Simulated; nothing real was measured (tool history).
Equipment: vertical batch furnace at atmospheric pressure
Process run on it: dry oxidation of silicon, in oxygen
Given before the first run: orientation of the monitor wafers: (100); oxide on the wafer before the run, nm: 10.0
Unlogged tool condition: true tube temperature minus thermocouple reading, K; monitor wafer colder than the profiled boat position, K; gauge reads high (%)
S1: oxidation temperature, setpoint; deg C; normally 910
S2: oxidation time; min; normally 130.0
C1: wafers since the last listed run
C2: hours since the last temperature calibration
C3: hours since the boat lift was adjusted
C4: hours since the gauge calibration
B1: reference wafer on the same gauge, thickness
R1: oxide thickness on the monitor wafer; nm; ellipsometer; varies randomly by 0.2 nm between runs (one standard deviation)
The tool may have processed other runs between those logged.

| run | day | S1 | S2 | C1 | C2 | C3 | C4 | B1 | R1 |
|---|---|---|---|---|---|---|---|---|---|
| 1 | 0.000 | 921 | 150.5 | 0 | 2261.5 | 2530.2 | 513.0 | 33.51 | 44.90 |
| 2 | 3.746 | 921 | 150.5 | 920 | 2351.4 | 2620.1 | 602.9 | 33.62 | 44.42 |
| 3 | 8.158 | 890 | 130.0 | 1084 | 2457.3 | 2726.0 | 708.8 | 33.59 | 30.53 |
| 4 | 11.129 | 910 | 88.5 | 729 | 2528.6 | 2797.3 | 780.1 | 33.72 | 29.33 |
| 5 | 15.300 | 910 | 88.5 | 1024 | 2628.7 | 2897.4 | 880.2 | 33.64 | 29.55 |
| 6 | 17.700 | 910 | 88.5 | 589 | 2686.3 | 2955.0 | 937.8 | 33.70 | 29.40 |
| 7 | 20.275 | 910 | 130.0 | 632 | 2748.1 | 3016.8 | 999.6 | 33.57 | 36.49 |
| 8 | 22.579 | 910 | 130.0 | 566 | 2803.4 | 3072.1 | 1054.9 | 33.60 | 36.46 |
| 9 | 30.000 | 910 | 130.0 | 1823 | 2981.5 | 3250.2 | 1233.0 | 33.60 | 36.70 |
| 10 | 32.825 | 910 | 130.0 | 694 | 3049.3 | 3318.0 | 1300.8 | 33.50 | 36.05 |
| 11 | 36.408 | 910 | 130.0 | 880 | 3135.3 | 3404.0 | 1386.8 | 33.59 | 36.77 |
| 12 | 39.067 | 910 | 130.0 | 653 | 3199.1 | 3467.8 | 1450.6 | 33.57 | 36.39 |
| 13 | 42.067 | 910 | 102.0 | 737 | 3271.1 | 3539.8 | 1522.6 | 33.58 | 31.40 |
| 14 | 45.412 | 910 | 163.0 | 821 | 3351.4 | 3620.1 | 1602.9 | 33.61 | 42.12 |
| 15 | 49.500 | 910 | 163.0 | 1004 | 3449.5 | 3718.2 | 1701.0 | 33.72 | 41.68 |
| 16 | 62.054 | 910 | 163.0 | 3084 | 3750.8 | 4019.5 | 2002.3 | 33.51 | 41.15 |
| 17 | 65.638 | 910 | 130.0 | 880 | 3836.8 | 4105.5 | 2088.3 | 33.65 | 36.16 |
| 18 | 69.400 | 931 | 89.5 | 924 | 3927.1 | 4195.8 | 2178.6 | 33.66 | 34.91 |
| 19 | 72.658 | 910 | 189.0 | 800 | 4005.3 | 4274.0 | 2256.8 | 33.61 | 45.46 |
| 20 | 74.388 | 910 | 130.0 | 424 | 4046.8 | 4315.5 | 2298.3 | 33.62 | 35.86 |
| 21 | 78.521 | 910 | 130.0 | 1015 | 4146.0 | 4414.7 | 2397.5 | 33.57 | 35.93 |
| 22 | 82.925 | 901 | 88.0 | 1081 | 4251.7 | 4520.4 | 2503.2 | 33.53 | 27.04 |
| 23 | 85.738 | 887 | 91.5 | 690 | 4319.2 | 4587.9 | 2570.7 | 33.54 | 24.57 |
|  | 86.775 | boat lift adjusted |
|  | 86.842 | thermocouples replaced and temperature profile calibrated |
| 24 | 89.529 | 920 | 171.0 | 669 | 64.5 | 66.1 | 2661.7 | 33.68 | 48.75 |
| 25 | 91.350 | 929 | 85.0 | 447 | 108.2 | 109.8 | 2705.4 | 33.54 | 34.15 |
|  | 92.167 | gauge calibrated |
| 26 | 94.892 | 910 | 163.0 | 870 | 193.2 | 194.8 | 65.4 | 33.63 | 42.34 |
| 27 | 96.675 | 918 | 74.0 | 438 | 236.0 | 237.6 | 108.2 | 33.61 | 28.57 |
| 28 | 98.538 | 910 | 73.5 | 457 | 280.7 | 282.3 | 152.9 | 33.66 | 26.53 |
| 29 | 101.492 | 896 | 98.0 | 725 | 351.6 | 353.2 | 223.8 | 33.59 | 27.94 |
| 30 | 104.179 | 893 | 175.5 | 660 | 416.1 | 417.7 | 288.3 | 33.56 | 37.77 |
| 31 | 108.308 | 932 | 191.5 | 1014 | 515.2 | 516.8 | 387.4 | 33.63 | 59.33 |
| 32 | 111.654 | 903 | 96.5 | 821 | 595.5 | 597.1 | 467.7 | 33.61 | 29.59 |
| 33 | 114.746 | 887 | 176.5 | 759 | 669.7 | 671.3 | 541.9 | 33.64 | 35.88 |
| 34 | 117.038 | 910 | 73.5 | 562 | 724.7 | 726.3 | 596.9 | 33.62 | 26.95 |

Consider 5 possible next runs. They are alternatives, not a sequence: every one starts from the tool as it was left by run 34. What does each give?
| A | 117.262 | 925 | 130.0 | 55 | 730.1 | 731.7 | 602.3 | ? | ? |
| B | 117.262 | 921 | 70.0 | 55 | 730.1 | 731.7 | 602.3 | ? | ? |
| C | 117.262 | 891 | 93.5 | 55 | 730.1 | 731.7 | 602.3 | ? | ? |
| D | 117.262 | 897 | 74.0 | 55 | 730.1 | 731.7 | 602.3 | ? | ? |
| E | 117.262 | 896 | 154.5 | 55 | 730.1 | 731.7 | 602.3 | ? | ? |

| run | B1 | R1 |
|---|---|---|
| A | 33.61 | 42.80 |
| B | 33.61 | 28.68 |
| C | 33.61 | 26.27 |
| D | 33.61 | 24.47 |
| E | 33.61 | 36.24 |
Without the tool's hidden state the same runs would have given:
| run | R1 |
|---|---|
| A | 43.13 |
| B | 28.86 |
| C | 26.44 |
| D | 24.62 |
| E | 36.51 |

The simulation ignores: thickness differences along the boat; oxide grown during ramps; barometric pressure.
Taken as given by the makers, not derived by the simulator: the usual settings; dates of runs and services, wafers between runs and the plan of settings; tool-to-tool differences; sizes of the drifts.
